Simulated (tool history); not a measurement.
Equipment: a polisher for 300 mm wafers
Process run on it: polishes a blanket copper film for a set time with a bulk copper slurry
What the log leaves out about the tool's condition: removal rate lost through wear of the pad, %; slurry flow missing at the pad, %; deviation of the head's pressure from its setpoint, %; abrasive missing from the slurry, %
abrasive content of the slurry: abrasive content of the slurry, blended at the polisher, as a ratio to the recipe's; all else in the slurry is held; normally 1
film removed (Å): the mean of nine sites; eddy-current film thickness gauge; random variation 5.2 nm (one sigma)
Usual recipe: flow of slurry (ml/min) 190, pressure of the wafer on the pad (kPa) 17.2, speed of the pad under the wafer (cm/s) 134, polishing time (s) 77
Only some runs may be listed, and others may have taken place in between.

run     day  flow of slurry (ml/min)  pressure of the wafer on the pad (kPa)  speed of the pad under the wafer (cm/s)  abrasive content of the slurry  polishing time (s)  wafers since the last listed run  wafers polished on this pad  hours since the slurry nozzle was cleaned  hours since the head pressure was calibrated  hours since the slurry blender was calibrated  incoming thickness of the incoming film, nm  film removed (Å)
  1       0                      190                                    17.2                                      134                               1                  77                                 0                          722                                      190.7                                          94.5                                            129                                       2356.2              7462
      0.279  -- slurry blender recalibrated
        0.4  -- worn pad replaced by a new one
  2   0.667                      190                                    17.2                                      134                               1                  77                                99                           57                                      206.7                                         110.5                                            9.3                                       2308.6              7881
  3   1.133                      190                                    17.2                                      134                             1.1                  77                               101                          158                                      217.9                                         121.7                                           20.5                                       2337.5              8083
  4   1.675                      190                                    17.2                                      134                             1.1                  77                               117                          275                                      230.9                                         134.7                                           33.5                                       2292.8              8208
  5   2.079                      190                                    17.2                                      134                             1.1                  77                                87                          363                                      240.6                                         144.4                                           43.2                                       2328.1              7995
  6    2.55                      190                                    17.2                                      134                               1                  77                               101                          465                                      251.9                                         155.7                                           54.5                                       2345.2              7886
  7   3.096                      190                                    17.2                                      134                               1                  77                               118                          583                                        265                                         168.8                                           67.6                                       2359.2              7751
  8   3.496                      190                                    17.2                                      134                               1                  77                                86                          669                                      274.6                                         178.4                                           77.2                                       2346.3              7620
      4.033  -- slurry nozzle cleaned
  9   4.125                      140                                    17.2                                      134                               1                  77                               127                          797                                        2.2                                         193.5                                           92.3                                       2335.3              7048
      4.512  -- worn pad replaced by a new one
 10   4.767                      140                                    17.2                                      134                               1                  77                               102                           55                                       17.6                                         208.9                                          107.7                                       2342.4              7487
 11   5.121                      140                                    17.2                                      134                               1                  77                                76                          131                                       26.1                                         217.4                                          116.2                                       2384.2              7610
 12   5.675                      190                                    17.2                                      134                               1                  77                               120                          251                                       39.4                                         230.7                                          129.5                                       2320.4              7936
      5.875  -- slurry blender recalibrated
 13   6.196                      190                                    15.9                                      112                               1                  77                                94                          346                                       51.9                                         243.2                                            7.7                                       2371.3              6253
 14   6.871                      190                                    17.2                                      178                             0.9                  77                               146                          492                                       68.1                                         259.4                                           23.9                                       2371.1              9701
 15   7.292                      190                                    17.2                                      134                               1                  94                                91                          583                                       78.2                                         269.5                                             34                                       2326.1              9489
 16   7.592                      210                                    13.8                                      134                            0.85                  90                                64                          648                                       85.4                                         276.7                                           41.2                                       2328.7              6977
      8.225  -- worn pad replaced by a new one
      8.308  -- head pressure recalibrated
 17   8.329                      135                                    17.2                                      134                               1                 103                               105                            4                                      103.1                                           0.5                                           58.9                                       2344.7              9827
 18    8.65                      190                                    17.2                                      134                               1                  77                                69                           73                                      110.8                                           8.2                                           66.6                                       2368.4              7772
 19   9.033                      130                                    23.4                                      134                               1                  77                                83                          156                                        120                                          17.4                                           75.8                                       2326.4              9996
 20   9.325                      145                                    17.2                                      134                               1                  77                                63                          219                                        127                                          24.4                                           82.8                                       2329.2              7339
 21   9.675                      190                                    17.2                                       94                             0.8                  77                                75                          295                                      135.4                                          32.8                                           91.2                                       2334.3              5514
 22  10.117                      190                                    17.2                                      134                               1                  77                                95                          391                                        146                                          43.4                                          101.8                                       2338.9              7624
 23  10.521                      190                                    17.2                                      134                            1.25                  77                                87                          478                                      155.7                                          53.1                                          111.5                                       2307.4              8072
     10.675  -- slurry blender recalibrated
 24  10.979                      190                                    17.2                                      134                            1.25                  77                                81                          560                                      166.7                                          64.1                                            7.3                                       2339.9              7928

Each row is a separate what-if for the run after 24, all from the same tool condition, not one after another. Results?
  A  10.996                      245                                    17.2                                      134                               1                  77                                 3                          563                                      167.1                                          64.5                                            7.7                                       2345.8                 ?
  B  10.996                      190                                    17.2                                      174                               1                  51                                 3                          563                                      167.1                                          64.5                                            7.7                                       2345.8                 ?
  C  10.996                      240                                    17.2                                      134                               1                  99                                 3                          563                                      167.1                                          64.5                                            7.7                                       2345.8                 ?
  D  10.996                      190                                    22.8                                      154                               1                  77                                 3                          563                                      167.1                                          64.5                                            7.7                                       2345.8                 ?

run  film removed (Å)
  A              7846
  B              6293
  C             10064
  D             11289
With no hidden state in the tool, these same runs would have given:
run  film removed (Å)
  A              7993
  B              6411
  C             10254
  D             11501
